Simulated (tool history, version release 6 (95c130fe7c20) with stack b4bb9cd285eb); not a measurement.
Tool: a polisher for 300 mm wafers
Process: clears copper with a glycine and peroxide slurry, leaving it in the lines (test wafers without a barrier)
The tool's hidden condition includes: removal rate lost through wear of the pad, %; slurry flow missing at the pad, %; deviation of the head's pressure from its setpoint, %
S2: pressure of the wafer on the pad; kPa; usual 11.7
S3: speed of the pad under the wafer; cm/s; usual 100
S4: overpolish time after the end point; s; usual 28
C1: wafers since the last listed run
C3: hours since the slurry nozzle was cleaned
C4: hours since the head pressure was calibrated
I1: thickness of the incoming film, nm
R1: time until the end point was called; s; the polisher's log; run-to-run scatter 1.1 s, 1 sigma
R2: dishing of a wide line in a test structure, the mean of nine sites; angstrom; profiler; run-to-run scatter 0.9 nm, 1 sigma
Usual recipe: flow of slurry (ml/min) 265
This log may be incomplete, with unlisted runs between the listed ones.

run 1 hour=0 | flow_of_slurry_(ml/min)=265 S2=11.7 S3=80 S4=28 | C1=0 wafers_polished_on_this_pad=485 C3=325 C4=342.7 | I1=494.9 | R1=155.9 R2=508
run 2 hour=22.9 | flow_of_slurry_(ml/min)=265 S2=11.7 S3=80 S4=28 | C1=128 wafers_polished_on_this_pad=613 C3=347.9 C4=365.6 | I1=488.8 | R1=152.9 R2=500
run 3 hour=38 | flow_of_slurry_(ml/min)=265 S2=11.7 S3=80 S4=28 | C1=84 wafers_polished_on_this_pad=698 C3=363 C4=380.7 | I1=505.4 | R1=158.6 R2=503
run 4 hour=67.1 | flow_of_slurry_(ml/min)=265 S2=11.7 S3=100 S4=16 | C1=163 wafers_polished_on_this_pad=862 C3=392.1 C4=409.8 | I1=498.3 | R1=138.2 R2=371
run 5 hour=91 | flow_of_slurry_(ml/min)=265 S2=11.7 S3=100 S4=16 | C1=134 wafers_polished_on_this_pad=996 C3=416 C4=433.7 | I1=505.6 | R1=140.4 R2=354
run 6 hour=126.1 | flow_of_slurry_(ml/min)=210 S2=11.7 S3=86 S4=28 | C1=197 wafers_polished_on_this_pad=1193 C3=451.1 C4=468.8 | I1=493 | R1=159.1 R2=487
run 7 hour=150.1 | flow_of_slurry_(ml/min)=210 S2=11.7 S3=86 S4=28 | C1=134 wafers_polished_on_this_pad=1328 C3=475.1 C4=492.8 | I1=488.3 | R1=161 R2=497
run 8 hour=172.5 | flow_of_slurry_(ml/min)=210 S2=11.7 S3=86 S4=28 | C1=125 wafers_polished_on_this_pad=1454 C3=497.5 C4=515.2 | I1=497.3 | R1=166.8 R2=486
-- hour=193.2 worn pad replaced by a new one
run 9 hour=201.1 | flow_of_slurry_(ml/min)=265 S2=11.7 S3=100 S4=28 | C1=138 wafers_polished_on_this_pad=44 C3=526.1 C4=543.8 | I1=491.5 | R1=133.2 R2=542
run 10 hour=218.2 | flow_of_slurry_(ml/min)=265 S2=11.7 S3=100 S4=28 | C1=96 wafers_polished_on_this_pad=140 C3=543.2 C4=560.9 | I1=489.2 | R1=134 R2=560
run 11 hour=249.2 | flow_of_slurry_(ml/min)=265 S2=11.7 S3=100 S4=28 | C1=174 wafers_polished_on_this_pad=314 C3=574.2 C4=591.9 | I1=493.5 | R1=134.5 R2=549
run 12 hour=304.5 | flow_of_slurry_(ml/min)=265 S2=11.7 S3=100 S4=28 | C1=310 wafers_polished_on_this_pad=625 C3=629.5 C4=647.2 | I1=498.8 | R1=137.9 R2=544
-- hour=308.2 head pressure recalibrated
run 13 hour=321.3 | flow_of_slurry_(ml/min)=265 S2=11.7 S3=100 S4=28 | C1=83 wafers_polished_on_this_pad=708 C3=646.3 C4=13.1 | I1=493.5 | R1=136.4 R2=542

Run 14 comes next. What will it give?
run 14 hour=340.1 | flow_of_slurry_(ml/min)=265 S2=11.7 S3=100 S4=28 | C1=105 wafers_polished_on_this_pad=814 C3=665.1 C4=31.9 | I1=491.9 | R1=? R2=?

{"run 14": {"R1": 137.1, "R2": 524}}
Were there no unlogged condition in the tool, this run, its random variation unchanged, would have produced R1 132.2 s, R2 537 angstrom.

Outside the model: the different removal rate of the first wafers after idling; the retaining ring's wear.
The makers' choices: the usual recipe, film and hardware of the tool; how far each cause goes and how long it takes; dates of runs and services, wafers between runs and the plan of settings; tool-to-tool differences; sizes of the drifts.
